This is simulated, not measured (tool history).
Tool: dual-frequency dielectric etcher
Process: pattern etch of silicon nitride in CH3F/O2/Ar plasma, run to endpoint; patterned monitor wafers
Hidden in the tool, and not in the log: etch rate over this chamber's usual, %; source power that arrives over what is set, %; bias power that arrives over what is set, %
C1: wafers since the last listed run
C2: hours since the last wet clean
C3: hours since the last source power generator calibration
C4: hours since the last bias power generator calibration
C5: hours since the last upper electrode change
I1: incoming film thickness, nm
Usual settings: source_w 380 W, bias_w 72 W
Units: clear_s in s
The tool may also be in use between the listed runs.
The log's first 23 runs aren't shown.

run 24 day=10.250 | source_w=380 bias_w=72 | C1=99 C2=19.3 C3=2611.9 C4=5225.7 C5=4276.0 | I1=24.11 | clear_s=39.1
-- day=10.854 source power generator calibrated
-- day=12.079 upper electrode replaced
run 25 day=12.404 | source_w=410 bias_w=72 | C1=213 C2=71.0 C3=37.2 C4=5277.4 C5=7.8 | I1=24.09 | clear_s=37.6
-- day=12.683 bias power generator calibrated
run 26 day=12.875 | source_w=470 bias_w=58 | C1=65 C2=82.3 C3=48.5 C4=4.6 C5=19.1 | I1=23.96 | clear_s=37.4
run 27 day=13.371 | source_w=340 bias_w=67 | C1=107 C2=94.2 C3=60.4 C4=16.5 C5=31.0 | I1=24.40 | clear_s=41.5
run 28 day=13.800 | source_w=380 bias_w=85 | C1=92 C2=104.5 C3=70.7 C4=26.8 C5=41.3 | I1=23.90 | clear_s=36.7
run 29 day=15.275 | source_w=330 bias_w=78 | C1=318 C2=139.9 C3=106.1 C4=62.2 C5=76.7 | I1=24.27 | clear_s=40.1
run 30 day=15.804 | source_w=440 bias_w=79 | C1=114 C2=152.6 C3=118.8 C4=74.9 C5=89.4 | I1=24.04 | clear_s=35.6
run 31 day=16.092 | source_w=310 bias_w=77 | C1=62 C2=159.5 C3=125.7 C4=81.8 C5=96.3 | I1=24.19 | clear_s=41.0
run 32 day=16.633 | source_w=450 bias_w=72 | C1=117 C2=172.5 C3=138.7 C4=94.8 C5=109.3 | I1=24.32 | clear_s=36.3
run 33 day=17.042 | source_w=280 bias_w=72 | C1=88 C2=182.3 C3=148.5 C4=104.6 C5=119.1 | I1=24.00 | clear_s=42.4
run 34 day=17.442 | source_w=380 bias_w=72 | C1=86 C2=191.9 C3=158.1 C4=114.2 C5=128.7 | I1=24.33 | clear_s=38.9
run 35 day=18.071 | source_w=290 bias_w=59 | C1=135 C2=207.0 C3=173.2 C4=129.3 C5=143.8 | I1=24.06 | clear_s=43.9
run 36 day=18.796 | source_w=380 bias_w=72 | C1=156 C2=224.4 C3=190.6 C4=146.7 C5=161.2 | I1=24.19 | clear_s=38.4

Forecast each of these 3 alternatives for the next run:
run A day=18.812 | source_w=380 bias_w=72 | C1=3 C2=224.8 C3=191.0 C4=147.1 C5=161.6 | I1=24.19 | clear_s=?
run B day=18.812 | source_w=430 bias_w=56 | C1=3 C2=224.8 C3=191.0 C4=147.1 C5=161.6 | I1=24.19 | clear_s=?
run C day=18.812 | source_w=380 bias_w=79 | C1=3 C2=224.8 C3=191.0 C4=147.1 C5=161.6 | I1=24.19 | clear_s=?

run=A clear_s=38.3
run=B clear_s=38.6
run=C clear_s=37.5
Without the tool's hidden state the same runs would have given:
run=A clear_s=39.2
run=B clear_s=39.6
run=C clear_s=38.4
